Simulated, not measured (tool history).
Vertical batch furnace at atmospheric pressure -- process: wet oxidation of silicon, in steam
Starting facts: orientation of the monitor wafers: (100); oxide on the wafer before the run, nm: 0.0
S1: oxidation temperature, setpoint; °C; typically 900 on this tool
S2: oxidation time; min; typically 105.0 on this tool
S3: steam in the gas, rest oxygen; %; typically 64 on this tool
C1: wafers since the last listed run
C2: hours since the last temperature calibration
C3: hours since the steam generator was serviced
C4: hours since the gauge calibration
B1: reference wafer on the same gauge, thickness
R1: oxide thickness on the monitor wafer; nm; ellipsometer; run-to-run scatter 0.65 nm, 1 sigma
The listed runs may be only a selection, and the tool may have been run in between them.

Run 1, hour 0.0: usual settings; C1 0; C2 1172.1; C3 390.8; C4 1198.2; B1 183.97. Result: R1 161.21 nm.
Run 2, hour 72.0: usual settings; C1 1149; C2 1244.1; C3 462.8; C4 1270.2; B1 184.06. Result: R1 162.08 nm.
Run 3, hour 119.2: usual settings; C1 753; C2 1291.3; C3 510.0; C4 1317.4; B1 184.01. Result: R1 161.45 nm.
Run 4, hour 187.3: usual settings but S3 61 %; C1 1087; C2 1359.4; C3 578.1; C4 1385.5; B1 184.09. Result: R1 155.12 nm.
Run 5, hour 234.7: usual settings but S3 61 %; C1 757; C2 1406.8; C3 625.5; C4 1432.9; B1 183.84. Result: R1 155.57 nm.
Run 6, hour 273.9: usual settings; C1 626; C2 1446.0; C3 664.7; C4 1472.1; B1 183.95. Result: R1 161.69 nm.
Run 7, hour 342.4: usual settings; C1 1094; C2 1514.5; C3 733.2; C4 1540.6; B1 184.02. Result: R1 161.59 nm.
Run 8, hour 391.5: usual settings; C1 784; C2 1563.6; C3 782.3; C4 1589.7; B1 183.91. Result: R1 161.45 nm.
Run 9, hour 432.7: usual settings but S3 70 %; C1 658; C2 1604.8; C3 823.5; C4 1630.9; B1 183.86. Result: R1 174.78 nm.
Run 10, hour 476.0: usual settings but S3 70 %; C1 691; C2 1648.1; C3 866.8; C4 1674.2; B1 184.02. Result: R1 173.94 nm.
Run 11, hour 506.3: usual settings but S3 70 %; C1 483; C2 1678.4; C3 897.1; C4 1704.5; B1 184.07. Result: R1 174.96 nm.
Run 12, hour 566.1: usual settings but S3 60 %; C1 955; C2 1738.2; C3 956.9; C4 1764.3; B1 183.95. Result: R1 151.72 nm.
Run 13, hour 612.8: usual settings but S3 60 %; C1 745; C2 1784.9; C3 1003.6; C4 1811.0; B1 183.98. Result: R1 152.69 nm.
Run 14, hour 648.4: usual settings but S3 60 %; C1 568; C2 1820.5; C3 1039.2; C4 1846.6; B1 184.17. Result: R1 154.07 nm.
Run 15, hour 714.0: usual settings; C1 1047; C2 1886.1; C3 1104.8; C4 1912.2; B1 184.09. Result: R1 161.07 nm.
Run 16, hour 745.4: usual settings; C1 501; C2 1917.5; C3 1136.2; C4 1943.6; B1 184.00. Result: R1 161.54 nm.
Run 17, hour 801.8: usual settings but S1 907 °C, S2 127.0 min, S3 72 %; C1 900; C2 1973.9; C3 1192.6; C4 2000.0; B1 183.78. Result: R1 229.45 nm.
Run 18, hour 837.1: usual settings but S2 63.5 min; C1 563; C2 2009.2; C3 1227.9; C4 2035.3; B1 184.12. Result: R1 102.59 nm.
Run 19, hour 884.9: usual settings but S1 924 °C; C1 763; C2 2057.0; C3 1275.7; C4 2083.1; B1 183.99. Result: R1 214.22 nm.
Run 20, hour 926.6: usual settings but S1 877 °C, S2 62.0 min, S3 56 %; C1 666; C2 2098.7; C3 1317.4; C4 2124.8; B1 183.98. Result: R1 62.34 nm.
At hour 955.8: thermocouples replaced and temperature profile calibrated.
Run 21, hour 972.5: usual settings; C1 349; C2 16.7; C3 1363.3; C4 2170.7; B1 183.84. Result: R1 155.73 nm.
At hour 1008.5: steam generator serviced.
Run 22, hour 1009.0: usual settings but S1 887 °C, S2 135.5 min; C1 199; C2 53.2; C3 0.5; C4 2207.2; B1 183.89. Result: R1 169.36 nm.
Run 23, hour 1068.6: usual settings; C1 951; C2 112.8; C3 60.1; C4 2266.8; B1 184.05. Result: R1 162.43 nm.
Run 24, hour 1094.0: usual settings but S1 915 °C; C1 405; C2 138.2; C3 85.5; C4 2292.2; B1 184.10. Result: R1 196.74 nm.
Run 25, hour 1120.6: usual settings; C1 424; C2 164.8; C3 112.1; C4 2318.8; B1 183.97. Result: R1 162.02 nm.
Run 26, hour 1158.2: usual settings but S2 156.0 min, S3 76 %; C1 600; C2 202.4; C3 149.7; C4 2356.4; B1 184.03. Result: R1 264.68 nm.
Run 27, hour 1190.1: usual settings but S3 59 %; C1 509; C2 234.3; C3 181.6; C4 2388.3; B1 183.99. Result: R1 151.64 nm.
At hour 1254.5: gauge calibrated.
Run 28, hour 1257.5: usual settings; C1 1076; C2 301.7; C3 249.0; C4 3.0; B1 184.03. Result: R1 160.42 nm.
Run 29, hour 1288.6: usual settings but S1 889 °C, S2 122.0 min, S3 74 %; C1 496; C2 332.8; C3 280.1; C4 34.1; B1 183.87. Result: R1 179.26 nm.
Run 30, hour 1340.8: usual settings but S1 919 °C, S2 90.0 min; C1 833; C2 385.0; C3 332.3; C4 86.3; B1 183.94. Result: R1 178.05 nm.
Run 31, hour 1378.0: usual settings but S1 890 °C, S3 56 %; C1 594; C2 422.2; C3 369.5; C4 123.5; B1 184.00. Result: R1 122.67 nm.
Run 32, hour 1440.7: usual settings but S1 911 °C, S2 127.0 min; C1 1001; C2 484.9; C3 432.2; C4 186.2; B1 184.09. Result: R1 218.34 nm.
Run 33, hour 1497.5: usual settings but S1 913 °C, S2 54.0 min, S3 67 %; C1 907; C2 541.7; C3 489.0; C4 243.0; B1 183.97. Result: R1 108.64 nm.
Run 34, hour 1539.8: usual settings but S1 882 °C, S2 121.5 min, S3 59 %; C1 675; C2 584.0; C3 531.3; C4 285.3; B1 184.04. Result: R1 129.24 nm.
Run 35, hour 1590.6: usual settings but S2 154.0 min; C1 811; C2 634.8; C3 582.1; C4 336.1; B1 184.00. Result: R1 221.38 nm.
Run 36, hour 1624.0: usual settings but S3 70 %; C1 533; C2 668.2; C3 615.5; C4 369.5; B1 184.01. Result: R1 171.65 nm.
Run 37, hour 1661.0: usual settings but S1 884 °C, S3 53 %; C1 590; C2 705.2; C3 652.5; C4 406.5; B1 183.86. Result: R1 105.53 nm.
Run 38, hour 1715.7: usual settings; C1 873; C2 759.9; C3 707.2; C4 461.2; B1 184.20. Result: R1 159.16 nm.

Each run again, without the hidden state but with its own random variation kept:
Hidden state present: true tube temperature minus thermocouple reading, K; steam share off its setpoint, % of the setpoint; gauge reads high (%).
run      R1
  1  162.32
  2  163.56
  3  163.12
  4  156.94
  5  157.52
  6  163.80
  7  163.81
  8  163.72
  9  177.28
 10  176.45
 11  177.49
 12  153.87
 13  154.84
 14  156.22
 15  163.27
 16  163.71
 17  233.24
 18  103.82
 19  218.39
 20   62.79
 21  164.37
 22  169.35
 23  163.37
 24  198.37
 25  163.68
 26  268.00
 27  153.98
 28  163.54
 29  183.02
 30  182.35
 31  125.81
 32  224.30
 33  111.99
 34  133.16
 35  228.05
 36  177.03
 37  108.97
 38  164.35
